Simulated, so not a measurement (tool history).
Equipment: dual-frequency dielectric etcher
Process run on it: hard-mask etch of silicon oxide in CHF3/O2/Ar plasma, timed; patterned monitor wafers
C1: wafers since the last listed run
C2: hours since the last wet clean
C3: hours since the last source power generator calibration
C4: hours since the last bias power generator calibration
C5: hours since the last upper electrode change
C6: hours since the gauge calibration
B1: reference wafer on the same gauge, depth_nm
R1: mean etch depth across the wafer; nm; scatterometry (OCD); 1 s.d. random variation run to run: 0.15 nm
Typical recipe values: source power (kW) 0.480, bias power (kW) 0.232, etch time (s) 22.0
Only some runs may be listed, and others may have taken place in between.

{"run": 1, "hour": 0.0, "source power (kW)": 0.42, "bias power (kW)": 0.232, "etch time (s)": 24.0, "C1": 0, "C2": 212.4, "C3": 976.8, "C4": 2097.1, "C5": 4928.1, "C6": 2320.8, "B1": 52.03, "R1": 46.54}
{"run": 2, "hour": 65.0, "source power (kW)": 0.48, "bias power (kW)": 0.232, "etch time (s)": 22.0, "C1": 1016, "C2": 277.4, "C3": 1041.8, "C4": 2162.1, "C5": 4993.1, "C6": 2385.8, "B1": 52.04, "R1": 43.97}
{"run": 3, "hour": 171.6, "source power (kW)": 0.48, "bias power (kW)": 0.232, "etch time (s)": 22.0, "C1": 1667, "C2": 384.0, "C3": 1148.4, "C4": 2268.7, "C5": 5099.7, "C6": 2492.4, "B1": 52.1, "R1": 43.99}
{"hour": 269.9, "done": "upper electrode replaced"}
{"run": 4, "hour": 315.2, "source power (kW)": 0.48, "bias power (kW)": 0.232, "etch time (s)": 22.0, "C1": 1870, "C2": 527.6, "C3": 1292.0, "C4": 2412.3, "C5": 45.3, "C6": 2636.0, "B1": 52.21, "R1": 44.07}
{"run": 5, "hour": 570.9, "source power (kW)": 0.48, "bias power (kW)": 0.232, "etch time (s)": 22.0, "C1": 3998, "C2": 783.3, "C3": 1547.7, "C4": 2668.0, "C5": 301.0, "C6": 2891.7, "B1": 52.36, "R1": 44.27}
{"hour": 612.2, "done": "gauge calibrated"}
{"run": 6, "hour": 632.9, "source power (kW)": 0.48, "bias power (kW)": 0.179, "etch time (s)": 22.0, "C1": 969, "C2": 845.3, "C3": 1609.7, "C4": 2730.0, "C5": 363.0, "C6": 20.7, "B1": 50.43, "R1": 39.56}
{"hour": 668.2, "done": "wet clean of the chamber"}
{"run": 7, "hour": 737.6, "source power (kW)": 0.48, "bias power (kW)": 0.286, "etch time (s)": 22.0, "C1": 1262, "C2": 69.4, "C3": 1714.4, "C4": 2834.7, "C5": 467.7, "C6": 125.4, "B1": 50.47, "R1": 45.59}
{"run": 8, "hour": 782.4, "source power (kW)": 0.43, "bias power (kW)": 0.277, "etch time (s)": 22.0, "C1": 700, "C2": 114.2, "C3": 1759.2, "C4": 2879.5, "C5": 512.5, "C6": 170.2, "B1": 50.5, "R1": 43.95}
{"run": 9, "hour": 877.5, "source power (kW)": 0.48, "bias power (kW)": 0.232, "etch time (s)": 22.0, "C1": 1487, "C2": 209.3, "C3": 1854.3, "C4": 2974.6, "C5": 607.6, "C6": 265.3, "B1": 50.57, "R1": 43.01}
{"hour": 892.3, "done": "source power generator calibrated"}
{"run": 10, "hour": 961.9, "source power (kW)": 0.59, "bias power (kW)": 0.247, "etch time (s)": 27.0, "C1": 1257, "C2": 293.7, "C3": 69.6, "C4": 3059.0, "C5": 692.0, "C6": 349.7, "B1": 50.66, "R1": 57.02}
{"run": 11, "hour": 1058.1, "source power (kW)": 0.6, "bias power (kW)": 0.208, "etch time (s)": 16.5, "C1": 1504, "C2": 389.9, "C3": 165.8, "C4": 3155.2, "C5": 788.2, "C6": 445.9, "B1": 50.68, "R1": 33.31}
{"run": 12, "hour": 1099.1, "source power (kW)": 0.48, "bias power (kW)": 0.232, "etch time (s)": 16.0, "C1": 641, "C2": 430.9, "C3": 206.8, "C4": 3196.2, "C5": 829.2, "C6": 486.9, "B1": 50.67, "R1": 31.07}
{"run": 13, "hour": 1177.7, "source power (kW)": 0.48, "bias power (kW)": 0.232, "etch time (s)": 22.0, "C1": 1229, "C2": 509.5, "C3": 285.4, "C4": 3274.8, "C5": 907.8, "C6": 565.5, "B1": 50.74, "R1": 43.14}
{"run": 14, "hour": 1241.3, "source power (kW)": 0.41, "bias power (kW)": 0.232, "etch time (s)": 19.5, "C1": 994, "C2": 573.1, "C3": 349.0, "C4": 3338.4, "C5": 971.4, "C6": 629.1, "B1": 50.74, "R1": 36.61}
{"run": 15, "hour": 1292.9, "source power (kW)": 0.45, "bias power (kW)": 0.232, "etch time (s)": 22.0, "C1": 806, "C2": 624.7, "C3": 400.6, "C4": 3390.0, "C5": 1023.0, "C6": 680.7, "B1": 50.78, "R1": 42.27}
{"hour": 1304.2, "done": "bias power generator calibrated"}
{"run": 16, "hour": 1377.4, "source power (kW)": 0.48, "bias power (kW)": 0.232, "etch time (s)": 22.0, "C1": 1258, "C2": 709.2, "C3": 485.1, "C4": 73.2, "C5": 1107.5, "C6": 765.2, "B1": 50.81, "R1": 43.19}
{"hour": 1446.2, "done": "wet clean of the chamber"}
{"run": 17, "hour": 1446.7, "source power (kW)": 0.37, "bias power (kW)": 0.211, "etch time (s)": 25.0, "C1": 708, "C2": 0.5, "C3": 554.4, "C4": 142.5, "C5": 1176.8, "C6": 834.5, "B1": 50.86, "R1": 44.81}
{"run": 18, "hour": 1543.0, "source power (kW)": 0.48, "bias power (kW)": 0.181, "etch time (s)": 16.0, "C1": 1506, "C2": 96.8, "C3": 650.7, "C4": 238.8, "C5": 1273.1, "C6": 930.8, "B1": 50.96, "R1": 29.14}
{"run": 19, "hour": 1622.9, "source power (kW)": 0.48, "bias power (kW)": 0.206, "etch time (s)": 24.0, "C1": 1249, "C2": 176.7, "C3": 730.6, "C4": 318.7, "C5": 1353.0, "C6": 1010.7, "B1": 51.0, "R1": 45.47}
{"run": 20, "hour": 1689.9, "source power (kW)": 0.41, "bias power (kW)": 0.258, "etch time (s)": 17.0, "C1": 1047, "C2": 243.7, "C3": 797.6, "C4": 385.7, "C5": 1420.0, "C6": 1077.7, "B1": 51.04, "R1": 33.14}
{"run": 21, "hour": 1747.6, "source power (kW)": 0.45, "bias power (kW)": 0.232, "etch time (s)": 16.5, "C1": 902, "C2": 301.4, "C3": 855.3, "C4": 443.4, "C5": 1477.7, "C6": 1135.4, "B1": 51.04, "R1": 31.84}
{"run": 22, "hour": 1807.4, "source power (kW)": 0.48, "bias power (kW)": 0.232, "etch time (s)": 22.0, "C1": 935, "C2": 361.2, "C3": 915.1, "C4": 503.2, "C5": 1537.5, "C6": 1195.2, "B1": 51.13, "R1": 43.33}
{"run": 23, "hour": 1883.5, "source power (kW)": 0.48, "bias power (kW)": 0.232, "etch time (s)": 22.0, "C1": 1190, "C2": 437.3, "C3": 991.2, "C4": 579.3, "C5": 1613.6, "C6": 1271.3, "B1": 51.15, "R1": 43.32}
{"run": 24, "hour": 1952.1, "source power (kW)": 0.38, "bias power (kW)": 0.265, "etch time (s)": 20.0, "C1": 1072, "C2": 505.9, "C3": 1059.8, "C4": 647.9, "C5": 1682.2, "C6": 1339.9, "B1": 51.14, "R1": 38.77}
{"run": 25, "hour": 2041.0, "source power (kW)": 0.48, "bias power (kW)": 0.232, "etch time (s)": 22.0, "C1": 1390, "C2": 594.8, "C3": 1148.7, "C4": 736.8, "C5": 1771.1, "C6": 1428.8, "B1": 51.2, "R1": 43.37}
{"run": 26, "hour": 2079.4, "source power (kW)": 0.58, "bias power (kW)": 0.216, "etch time (s)": 22.0, "C1": 600, "C2": 633.2, "C3": 1187.1, "C4": 775.2, "C5": 1809.5, "C6": 1467.2, "B1": 51.23, "R1": 44.99}
{"hour": 2128.2, "done": "wet clean of the chamber"}
{"run": 27, "hour": 2128.7, "source power (kW)": 0.48, "bias power (kW)": 0.187, "etch time (s)": 27.5, "C1": 395, "C2": 0.5, "C3": 1236.4, "C4": 824.5, "C5": 1858.8, "C6": 1516.5, "B1": 51.26, "R1": 51.06}
{"run": 28, "hour": 2166.6, "source power (kW)": 0.48, "bias power (kW)": 0.181, "etch time (s)": 16.0, "C1": 592, "C2": 38.4, "C3": 1274.3, "C4": 862.4, "C5": 1896.7, "C6": 1554.4, "B1": 51.27, "R1": 29.46}
{"run": 29, "hour": 2272.6, "source power (kW)": 0.4, "bias power (kW)": 0.263, "etch time (s)": 17.0, "C1": 1657, "C2": 144.4, "C3": 1380.3, "C4": 968.4, "C5": 2002.7, "C6": 1660.4, "B1": 51.34, "R1": 33.3}

4 ways to go on from here, each from the tool as it stands after run 29. What would each give?
{"run": "A", "hour": 2273.0, "source power (kW)": 0.43, "bias power (kW)": 0.232, "etch time (s)": 22.0, "C1": 6, "C2": 144.8, "C3": 1380.7, "C4": 968.8, "C5": 2003.1, "C6": 1660.8, "B1": "?", "R1": "?"}
{"run": "B", "hour": 2273.0, "source power (kW)": 0.37, "bias power (kW)": 0.232, "etch time (s)": 27.5, "C1": 6, "C2": 144.8, "C3": 1380.7, "C4": 968.8, "C5": 2003.1, "C6": 1660.8, "B1": "?", "R1": "?"}
{"run": "C", "hour": 2273.0, "source power (kW)": 0.57, "bias power (kW)": 0.275, "etch time (s)": 27.5, "C1": 6, "C2": 144.8, "C3": 1380.7, "C4": 968.8, "C5": 2003.1, "C6": 1660.8, "B1": "?", "R1": "?"}
{"run": "D", "hour": 2273.0, "source power (kW)": 0.48, "bias power (kW)": 0.194, "etch time (s)": 25.0, "C1": 6, "C2": 144.8, "C3": 1380.7, "C4": 968.8, "C5": 2003.1, "C6": 1660.8, "B1": "?", "R1": "?"}

run=A B1=51.34 R1=42.16
run=B B1=51.34 R1=50.69
run=C B1=51.34 R1=59.99
run=D B1=51.34 R1=46.85
With the hidden condition removed and each run's random variation left untouched, the same runs would have given:
run=A R1=41.54
run=B R1=49.94
run=C R1=59.10
run=D R1=46.16
